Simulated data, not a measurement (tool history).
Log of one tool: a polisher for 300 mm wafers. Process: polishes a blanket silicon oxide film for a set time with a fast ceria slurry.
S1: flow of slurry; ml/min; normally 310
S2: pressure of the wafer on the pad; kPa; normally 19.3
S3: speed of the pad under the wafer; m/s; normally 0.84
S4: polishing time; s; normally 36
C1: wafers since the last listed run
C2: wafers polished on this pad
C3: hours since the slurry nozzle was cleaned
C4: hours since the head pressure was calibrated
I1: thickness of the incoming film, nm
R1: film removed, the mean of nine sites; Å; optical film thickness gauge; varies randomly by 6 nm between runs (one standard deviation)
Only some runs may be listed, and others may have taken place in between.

run     day   S1    S2    S3  S4    C1    C2     C3      C4      I1    R1
  1   0.000  310  19.3  0.84  36     0   448  595.3   239.4  1881.3  4504
      1.725  -- slurry nozzle cleaned
  2   2.850  310  19.3  0.84  36  1057  1506   27.0   307.8  1896.2  4301
  3   4.483  310  19.3  0.84  36   615  2121   66.2   347.0  1888.7  4256
  4   7.179  310  19.3  0.84  36  1015  3136  130.9   411.7  1903.6  4199
  5   8.325  310  19.3  0.84  36   431  3568  158.4   439.2  1887.4  4165
  6   9.533  310  19.3  0.84  36   455  4023  187.4   468.2  1885.9  4123
      9.721  -- worn pad replaced by a new one
  7  11.004  310  19.3  0.84  36   491   483  222.7   503.5  1890.4  4460
  8  13.942  310  19.3  0.84  36  1106  1589  293.2   574.0  1866.7  4147
  9  15.596  310  19.3  0.84  36   622  2212  332.9   613.7  1874.4  4185
 10  17.979  310  19.3  0.84  36   897  3109  390.1   670.9  1905.5  4171
 11  19.833  310  24.1  0.84  36   698  3807  434.6   715.4  1906.4  5088
     21.129  -- worn pad replaced by a new one
 12  21.150  310  24.1  0.84  36   433     8  466.2   747.0  1915.7  5911
 13  22.425  370  19.3  0.84  36   480   488  496.8   777.6  1899.7  4574
     23.725  -- slurry nozzle cleaned
 14  24.621  310  19.3  0.66  36   811  1299   21.5   830.3  1916.6  3556
 15  27.042  310  19.3  0.84  36   911  2210   79.6   888.4  1867.3  4259
 16  28.850  225  19.3  0.84  36   680  2891  123.0   931.8  1913.7  4107
 17  30.033  310  19.3  0.84  36   445  3337  151.4   960.2  1890.6  4188
     31.883  -- worn pad replaced by a new one
 18  32.367  310  14.5  0.84  36   815   182  207.4  1016.2  1887.6  3511
 19  35.067  310  19.3  0.84  28  1016  1198  272.2  1081.0  1867.1  3449
     36.375  -- head pressure recalibrated
 20  37.321  310  19.3  0.84  36   817  2016  326.3    22.7  1877.1  4234
 21  38.679  310  19.3  0.64  32   511  2527  358.9    55.3  1883.0  3015
 22  41.421  250  22.1  1.00  48  1032  3560  424.7   121.1  1884.5  7101
     42.321  -- worn pad replaced by a new one
 23  44.125  205  16.5  0.96  36   955   679  489.6   186.0  1900.2  4190
 24  46.312  230  15.9  1.00  36   823  1503  542.1   238.5  1875.2  4060
     46.529  -- slurry nozzle cleaned
 25  48.200  250  22.1  1.00  48   695  2198   40.1   283.8  1905.6  7285
 26  52.433  310  19.3  0.84  36  1594  3792  141.7   385.4  1854.5  4202
 27  53.579  310  17.2  0.68  26   431  4223  169.2   412.9  1867.7  2235
     54.196  -- worn pad replaced by a new one
 28  55.508  310  13.1  0.84  40   663   494  215.5   459.2  1896.6  3508

4 options for the next run, each taken on its own from the tool as it stands now. Forecast them:
  A  55.525  355  19.3  0.84  36   6  500  215.9  459.6  1869.3   ?
  B  55.525  205  22.8  0.70  40   6  500  215.9  459.6  1869.3   ?
  C  55.525  310  19.3  0.60  43   6  500  215.9  459.6  1869.3   ?
  D  55.525  310  19.3  0.84  45   6  500  215.9  459.6  1869.3   ?

run    R1
  A  4502
  B  4776
  C  4009
  D  5567
With the hidden condition removed and each run's random variation left untouched, the same runs would have given:
run    R1
  A  4701
  B  4987
  C  4186
  D  5813
